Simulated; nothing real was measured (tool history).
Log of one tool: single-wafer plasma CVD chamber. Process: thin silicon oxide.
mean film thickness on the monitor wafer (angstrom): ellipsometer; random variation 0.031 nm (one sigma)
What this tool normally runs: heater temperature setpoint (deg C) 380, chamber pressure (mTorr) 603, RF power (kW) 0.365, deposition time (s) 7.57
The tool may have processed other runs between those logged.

run,hour,heater temperature setpoint (deg C),chamber pressure (mTorr),RF power (kW),deposition time (s),"read-back reference wafer on the same gauge, thickness_nm",mean film thickness on the monitor wafer (angstrom)
1,0,380,603,0.365,7.57,12.6,118.98
2,66.6,380,603,0.365,7.57,12.596,118.28
3,129.4,380,603,0.365,7.57,12.602,118.94
# hour 172.2: thermocouple changed; heater temperature recalibrated
4,186.8,380,603,0.365,7.57,12.596,117.92
# hour 199.3: capacitance manometer re-zeroed and calibrated
5,219.7,380,603,0.365,7.57,12.605,120.42
6,256.8,380,603,0.425,7.57,12.599,131.26
7,292.6,387,603,0.365,7.18,12.603,114.18
8,322.8,395,603,0.365,7.57,12.604,119.65
9,390.5,380,660,0.365,7.57,12.606,131.39
10,438.7,366,457,0.295,7.57,12.605,78.35
11,493.7,380,603,0.365,6.9,12.591,109.62
12,561.7,380,670,0.365,7.57,12.598,133.22
# hour 577.6: gauge calibrated
13,598.7,380,603,0.365,7.57,12.605,120.15
14,633.1,380,603,0.365,7.57,12.602,120.29
15,662.3,366,481,0.34,6.87,12.61,84.07
# hour 712.9: RF generator calibrated
16,729.2,392,603,0.435,8.86,12.61,156.01
17,797.1,394,603,0.365,7.57,12.599,120.83
18,831.5,387,603,0.365,7.57,12.599,120.79
19,868.6,380,656,0.345,7.57,12.602,126.67
20,894.4,376,603,0.4,6.72,12.601,114.7
21,960.5,380,603,0.365,7.07,12.601,113.05
22,1010.5,388,603,0.365,8.28,12.595,131.72
23,1062.6,380,603,0.365,8.61,12.605,137.81
24,1139,390,499,0.325,8.19,12.6,99.21
25,1204,380,456,0.365,7.57,12.595,91.46
26,1259.9,380,603,0.325,8.9,12.595,129.81
27,1327.7,366,481,0.34,6.87,12.591,83.29

What if the next run were any one of these 5? Each begins from the tool's condition after run 27:
A,1328.1,380,603,0.365,8.52,?,?
B,1328.1,371,478,0.39,8.4,?,?
C,1328.1,380,486,0.31,6.83,?,?
D,1328.1,380,496,0.365,7.57,?,?
E,1328.1,380,650,0.365,7.57,?,?

run,"read-back reference wafer on the same gauge, thickness_nm",mean film thickness on the monitor wafer (angstrom)
A,12.597,135.49
B,12.597,111.02
C,12.597,77.75
D,12.597,99.22
E,12.597,129.58
Had the tool no hidden state, the same runs would have come out as:
run,mean film thickness on the monitor wafer (angstrom)
A,137.81
B,112.91
C,79.27
D,100.94
E,131.8
